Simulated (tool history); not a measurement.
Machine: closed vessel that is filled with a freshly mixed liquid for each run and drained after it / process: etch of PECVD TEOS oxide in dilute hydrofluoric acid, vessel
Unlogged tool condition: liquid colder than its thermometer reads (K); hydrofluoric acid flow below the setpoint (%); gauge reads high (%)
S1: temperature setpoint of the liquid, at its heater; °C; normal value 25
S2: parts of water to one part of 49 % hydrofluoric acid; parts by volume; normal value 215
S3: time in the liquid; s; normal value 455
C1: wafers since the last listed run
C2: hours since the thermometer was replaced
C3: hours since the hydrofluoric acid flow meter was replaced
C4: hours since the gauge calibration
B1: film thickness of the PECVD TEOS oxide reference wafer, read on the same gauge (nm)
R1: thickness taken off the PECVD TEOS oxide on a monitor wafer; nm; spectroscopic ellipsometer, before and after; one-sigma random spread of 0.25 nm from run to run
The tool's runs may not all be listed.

| run | day | S1 | S2 | S3 | C1 | C2 | C3 | C4 | B1 | R1 |
|---|---|---|---|---|---|---|---|---|---|---|
| 1 | 0 | 25 | 215 | 455 | 0 | 1445.8 | 326.1 | 230.8 | 120 | 26.23 |
| 2 | 2.696 | 25 | 215 | 455 | 5924 | 1510.5 | 390.8 | 295.5 | 120.01 | 26.21 |
| 3 | 6.808 | 25 | 215 | 455 | 9038 | 1609.2 | 489.5 | 394.2 | 119.98 | 25.9 |
| 4 | 10.504 | 25 | 215 | 455 | 8122 | 1697.9 | 578.2 | 482.9 | 119.99 | 25.64 |
| 5 | 12.754 | 26.5 | 190 | 455 | 4944 | 1751.9 | 632.2 | 536.9 | 120.01 | 31.17 |
| 6 | 14.75 | 25 | 215 | 455 | 4386 | 1799.8 | 680.1 | 584.8 | 120 | 25.36 |
| 7 | 16.675 | 25 | 215 | 455 | 4230 | 1846 | 726.3 | 631 | 120 | 25.28 |
|  | 19.125 | thermometer replaced |
| 8 | 19.146 | 25 | 215 | 455 | 5338 | 0.5 | 785.6 | 690.3 | 120.01 | 28.08 |
| 9 | 20.971 | 25 | 215 | 455 | 4010 | 44.3 | 829.4 | 734.1 | 120.03 | 27.75 |
| 10 | 22.712 | 25 | 215 | 455 | 3827 | 86.1 | 871.2 | 775.9 | 119.98 | 27.68 |
| 11 | 25.4 | 21 | 215 | 455 | 5906 | 150.6 | 935.7 | 840.4 | 120.01 | 23.52 |
| 12 | 27.638 | 22.5 | 265 | 700 | 4917 | 204.3 | 989.4 | 894.1 | 120.01 | 29.77 |
| 13 | 30.871 | 27 | 295 | 295 | 7106 | 281.9 | 1067 | 971.7 | 120 | 12.63 |
| 14 | 32.567 | 25 | 215 | 455 | 3726 | 322.6 | 1107.7 | 1012.4 | 119.97 | 26.89 |

Predict the results of run 15:
|  | 34.471 | hydrofluoric acid flow meter replaced |
|  | 35.888 | gauge calibrated |
| 15 | 36.471 | 25 | 270 | 635 | 8488 | 416.3 | 48 | 14 | ? | ? |

{"run 15": {"B1": 119.98, "R1": 29.74}}
Minus the tool's unlogged condition, the same run would have read R1 30.9 nm.

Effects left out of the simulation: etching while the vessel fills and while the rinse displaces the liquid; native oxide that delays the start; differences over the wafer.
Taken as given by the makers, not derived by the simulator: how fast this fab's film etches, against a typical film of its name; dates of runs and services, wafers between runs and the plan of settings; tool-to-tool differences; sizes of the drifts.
